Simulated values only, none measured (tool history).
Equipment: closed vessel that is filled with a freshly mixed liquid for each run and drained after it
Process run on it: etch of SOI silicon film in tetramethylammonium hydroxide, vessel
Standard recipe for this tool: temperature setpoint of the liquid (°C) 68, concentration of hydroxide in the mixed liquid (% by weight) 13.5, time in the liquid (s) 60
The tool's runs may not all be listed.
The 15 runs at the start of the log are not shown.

run,day,temperature setpoint of the liquid (°C),concentration of hydroxide in the mixed liquid (% by weight),time in the liquid (s),wafers since the last listed run,hours since the thermometer was replaced,hours since the hydroxide flow meter was replaced,hours since the gauge calibration,"read-back film thickness of the SOI silicon film reference wafer, read on the same gauge (nm)",thickness taken off the SOI silicon film on a monitor wafer (Å)
16,9.475,68,15.5,60,1810,1457,608.3,313.1,120.04,3145
17,10.188,68,13.5,45,1832,1474.1,625.4,330.2,120,2517.5
18,10.446,61.5,13.5,30,664,1480.3,631.6,336.4,120.01,1128
19,10.929,68,13.5,60,1242,1491.9,643.2,348,119.99,3337.8
20,11.421,65,11.5,30,1264,1503.7,655,359.8,119.98,1497.1
# day 11.742: hydroxide flow meter replaced
21,11.938,75,13.5,35,1221,1516.1,4.7,372.2,119.99,2938.3
# day 12.433: thermometer replaced
22,13.179,64.5,13.5,95,3086,17.9,34.5,402,120.01,4786.4
23,13.804,68,17,45,1607,32.9,49.5,417,120.04,2505.5
# day 14.067: gauge calibrated
24,14.217,68,10,45,1060,42.8,59.4,3.6,120,3126.9
25,14.754,76,11,30,1382,55.7,72.3,16.5,119.96,3202.9
26,15.417,68,17.5,60,1703,71.6,88.2,32.4,119.98,3312.8
27,16.046,71,13.5,60,1618,86.7,103.3,47.5,120.03,4416.2
28,16.312,68,13.5,60,685,93.1,109.7,53.9,119.99,3656.6
29,16.704,75.5,12,60,1007,102.5,119.1,63.3,120,6026.2
30,17.338,68,13.5,60,1628,117.7,134.3,78.5,119.98,3678.8
31,18.058,64,17,30,1853,135,151.6,95.8,119.97,1310.9
32,18.55,65,15.5,75,1264,146.8,163.4,107.6,119.95,3600.6
33,18.862,63,16.5,40,803,154.3,170.9,115.1,119.96,1654.3
34,19.125,60.5,15.5,85,675,160.6,177.2,121.4,119.99,3072.7

Alternative continuations, all from the tool just after run 34; predict every row:
A,19.154,68,13.5,50,75,161.3,177.9,122.1,?,?
B,19.154,61.5,13.5,60,75,161.3,177.9,122.1,?,?
C,19.154,70.5,12,60,75,161.3,177.9,122.1,?,?
D,19.154,68,11.5,60,75,161.3,177.9,122.1,?,?

run,"read-back film thickness of the SOI silicon film reference wafer, read on the same gauge (nm)",thickness taken off the SOI silicon film on a monitor wafer (Å)
A,119.99,3063
B,119.99,2478
C,119.99,4488.2
D,119.99,3937.6
Take away the tool's hidden state, keep each run's random variation, and the runs would have read:
run,thickness taken off the SOI silicon film on a monitor wafer (Å)
A,3116.2
B,2522.8
C,4565.1
D,4006.1
